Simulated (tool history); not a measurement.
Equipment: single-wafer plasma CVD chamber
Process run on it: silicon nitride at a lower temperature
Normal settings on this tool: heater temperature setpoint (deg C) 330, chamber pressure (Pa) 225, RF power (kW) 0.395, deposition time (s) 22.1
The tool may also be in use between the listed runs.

| run | day | heater temperature setpoint (deg C) | chamber pressure (Pa) | RF power (kW) | deposition time (s) | wafers since the last listed run | hours since the last thermocouple change | hours since the last RF generator calibration | hours since the last manometer calibration | hours since the showerhead was replaced | hours since the gauge calibration | read-back reference wafer on the same gauge, thickness_nm | mean film thickness on the monitor wafer (nm) |
|---|---|---|---|---|---|---|---|---|---|---|---|---|---|
| 1 | 0.000 | 330 | 225 | 0.395 | 22.1 | 0 | 102.3 | 915.3 | 1148.4 | 2941.1 | 686.6 | 27.593 | 28.484 |
| 2 | 2.558 | 330 | 225 | 0.395 | 22.1 | 2173 | 163.7 | 976.7 | 1209.8 | 3002.5 | 748.0 | 27.553 | 28.494 |
| 3 | 4.438 | 330 | 225 | 0.395 | 22.1 | 1596 | 208.8 | 1021.8 | 1254.9 | 3047.6 | 793.1 | 27.632 | 28.485 |
| 4 | 7.117 | 330 | 225 | 0.395 | 22.1 | 2275 | 273.1 | 1086.1 | 1319.2 | 3111.9 | 857.4 | 27.603 | 28.357 |
| 5 | 9.950 | 330 | 225 | 0.395 | 22.1 | 2406 | 341.1 | 1154.1 | 1387.2 | 3179.9 | 925.4 | 27.550 | 28.257 |
|  | 10.142 | gauge calibrated |
|  | 10.642 | capacitance manometer re-zeroed and calibrated |
| 6 | 11.604 | 330 | 225 | 0.395 | 22.1 | 1121 | 380.8 | 1193.8 | 23.1 | 3219.6 | 35.1 | 27.570 | 28.113 |
| 7 | 13.742 | 323 | 225 | 0.395 | 22.1 | 1815 | 432.1 | 1245.1 | 74.4 | 3270.9 | 86.4 | 27.633 | 28.379 |
|  | 14.325 | RF generator calibrated |
| 8 | 16.938 | 330 | 225 | 0.395 | 22.1 | 2431 | 508.8 | 62.7 | 151.1 | 3347.6 | 163.1 | 27.572 | 28.714 |
| 9 | 18.192 | 330 | 225 | 0.395 | 22.1 | 1065 | 538.9 | 92.8 | 181.2 | 3377.7 | 193.2 | 27.678 | 28.705 |
| 10 | 20.288 | 330 | 225 | 0.395 | 22.1 | 1780 | 589.2 | 143.1 | 231.5 | 3428.0 | 243.5 | 27.686 | 28.900 |
| 11 | 22.900 | 330 | 225 | 0.395 | 22.1 | 2219 | 651.9 | 205.8 | 294.2 | 3490.7 | 306.2 | 27.593 | 28.769 |
|  | 25.196 | showerhead replaced |
| 12 | 25.246 | 330 | 225 | 0.395 | 22.1 | 1709 | 708.2 | 262.1 | 350.5 | 1.2 | 362.5 | 27.617 | 28.713 |
| 13 | 26.375 | 330 | 225 | 0.395 | 22.1 | 959 | 735.3 | 289.2 | 377.6 | 28.3 | 389.6 | 27.600 | 28.799 |
| 14 | 27.500 | 330 | 243 | 0.395 | 22.1 | 955 | 762.3 | 316.2 | 404.6 | 55.3 | 416.6 | 27.633 | 29.510 |
| 15 | 29.729 | 330 | 225 | 0.340 | 22.1 | 1893 | 815.8 | 369.7 | 458.1 | 108.8 | 470.1 | 27.628 | 27.380 |
| 16 | 31.325 | 330 | 199 | 0.435 | 22.1 | 1355 | 854.1 | 408.0 | 496.4 | 147.1 | 508.4 | 27.627 | 28.778 |
| 17 | 32.783 | 322 | 183 | 0.340 | 18.8 | 1238 | 889.1 | 443.0 | 531.4 | 182.1 | 543.4 | 27.615 | 21.848 |
| 18 | 35.096 | 340 | 191 | 0.355 | 20.3 | 1964 | 944.6 | 498.5 | 586.9 | 237.6 | 598.9 | 27.616 | 24.142 |
| 19 | 36.650 | 317 | 225 | 0.395 | 22.1 | 1320 | 981.9 | 535.8 | 624.2 | 274.9 | 636.2 | 27.576 | 28.596 |
| 20 | 38.300 | 330 | 225 | 0.430 | 22.1 | 1401 | 1021.5 | 575.4 | 663.8 | 314.5 | 675.8 | 27.662 | 29.599 |
|  | 38.638 | thermocouple changed; heater temperature recalibrated |
| 21 | 39.912 | 330 | 225 | 0.395 | 22.1 | 1086 | 30.6 | 614.1 | 702.5 | 353.2 | 714.5 | 27.582 | 28.602 |
| 22 | 42.254 | 336 | 225 | 0.395 | 22.1 | 1988 | 86.8 | 670.3 | 758.7 | 409.4 | 770.7 | 27.625 | 28.587 |
| 23 | 44.471 | 323 | 249 | 0.325 | 25.6 | 1882 | 140.0 | 723.5 | 811.9 | 462.6 | 823.9 | 27.565 | 31.415 |
| 24 | 46.258 | 330 | 200 | 0.360 | 25.0 | 1518 | 182.9 | 766.4 | 854.8 | 505.5 | 866.8 | 27.644 | 30.360 |
|  | 46.300 | gauge calibrated |
| 25 | 48.675 | 330 | 225 | 0.395 | 22.1 | 2052 | 240.9 | 824.4 | 912.8 | 563.5 | 57.0 | 27.653 | 28.599 |
| 26 | 49.762 | 330 | 225 | 0.395 | 22.1 | 923 | 267.0 | 850.5 | 938.9 | 589.6 | 83.1 | 27.587 | 28.702 |
| 27 | 50.912 | 335 | 225 | 0.460 | 22.1 | 976 | 294.6 | 878.1 | 966.5 | 617.2 | 110.7 | 27.606 | 30.526 |
| 28 | 52.096 | 330 | 225 | 0.395 | 25.8 | 1005 | 323.0 | 906.5 | 994.9 | 645.6 | 139.1 | 27.580 | 33.462 |
| 29 | 53.842 | 330 | 225 | 0.395 | 22.1 | 1482 | 364.9 | 948.4 | 1036.8 | 687.5 | 181.0 | 27.592 | 28.493 |

Describe how what the log doesn't record of the tool's condition differs between the last listed run preceding each entry between runs and the first listed run following it.
From run 5 to run 6: gauge calibrated (day 10.142); capacitance manometer re-zeroed and calibrated (day 10.642)
  delivered RF power above the setpoint (%): -5.43 -> -5.75
  what was measured, less what the result would be without the hidden state, mean film thickness on the monitor wafer (nm): -0.657 -> -0.694
From run 7 to run 8: RF generator calibrated (day 14.325)
  delivered RF power above the setpoint (%): -6.18 -> -0.457
  what was measured, less what the result would be without the hidden state, mean film thickness on the monitor wafer (nm): -0.756 -> -0.052
From run 11 to run 12: showerhead replaced (day 25.196)
  delivered RF power above the setpoint (%): -0.588 -> -0.678
  what was measured, less what the result would be without the hidden state, mean film thickness on the monitor wafer (nm): -0.067 -> -0.078
From run 20 to run 21: thermocouple changed; heater temperature recalibrated (day 38.638)
  delivered RF power above the setpoint (%): -1.58 -> -1.73
  what was measured, less what the result would be without the hidden state, mean film thickness on the monitor wafer (nm): -0.187 -> -0.199
From run 24 to run 25: gauge calibrated (day 46.300)
  delivered RF power above the setpoint (%): -2.45 -> -2.77
  what was measured, less what the result would be without the hidden state, mean film thickness on the monitor wafer (nm): -0.321 -> -0.326
